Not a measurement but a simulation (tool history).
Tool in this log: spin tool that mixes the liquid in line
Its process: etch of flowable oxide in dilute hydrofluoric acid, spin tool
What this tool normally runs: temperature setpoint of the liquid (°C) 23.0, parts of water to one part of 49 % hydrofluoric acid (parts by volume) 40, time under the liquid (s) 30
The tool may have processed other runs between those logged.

run	hour	temperature setpoint of the liquid (°C)	parts of water to one part of 49 % hydrofluoric acid (parts by volume)	time under the liquid (s)	read-back film thickness of the flowable oxide reference wafer, read on the same gauge (nm)	thickness taken off the flowable oxide on a monitor wafer (nm)
1	0.0	23.0	40	30	80.00	21.29
2	26.8	23.0	40	30	80.02	21.66
3	43.9	23.0	25	30	80.02	34.70
4	64.1	23.0	25	30	79.99	34.72
5	97.6	23.0	25	30	80.02	34.80
6	128.8	23.0	30	25	80.00	23.93
7	159.7	23.0	40	30	79.99	21.20
8	177.6	23.0	40	30	79.98	21.24
9	211.3	23.0	40	30	80.00	21.04
10	237.6	23.0	40	30	79.99	20.90
11	255.9	23.0	40	30	79.98	21.24
12	273.9	23.0	40	30	80.01	21.21
13	299.1	23.0	40	30	79.97	20.86
# hour 307.3: hydrofluoric acid flow meter replaced
14	329.4	23.0	40	40	80.02	28.05
15	358.6	23.0	40	30	80.01	21.22
16	373.5	26.5	30	30	80.01	32.96
17	387.7	26.0	40	20	80.00	15.88
18	415.9	23.0	40	30	80.03	20.99
19	438.5	27.0	40	45	80.00	37.37
# hour 449.3: thermometer replaced
20	452.8	26.0	35	15	80.00	15.40
21	476.7	23.0	40	30	80.01	23.30
22	501.6	23.0	40	15	80.04	11.70
23	522.4	23.0	40	30	80.01	23.48
# hour 533.8: gauge calibrated
24	536.3	25.0	40	35	80.05	29.96
25	556.3	23.0	40	30	79.97	23.56
26	583.2	26.0	20	30	79.99	53.49
27	665.1	23.0	50	20	80.00	12.26
28	693.8	19.5	20	30	80.04	41.23

Branching from run 28: 4 alternative next runs. What would each branch give?
A	694.2	23.0	40	30	?	?
B	694.2	23.0	60	30	?	?
C	694.2	28.0	35	40	?	?
D	694.2	23.0	55	45	?	?

run	read-back film thickness of the flowable oxide reference wafer, read on the same gauge (nm)	thickness taken off the flowable oxide on a monitor wafer (nm)
A	80.01	23.23
B	80.01	15.10
C	80.01	43.81
D	80.01	24.86
The same runs, with their run-to-run variation unchanged, on a tool lacking any hidden condition would have given:
run	thickness taken off the flowable oxide on a monitor wafer (nm)
A	23.64
B	15.36
C	44.56
D	25.30
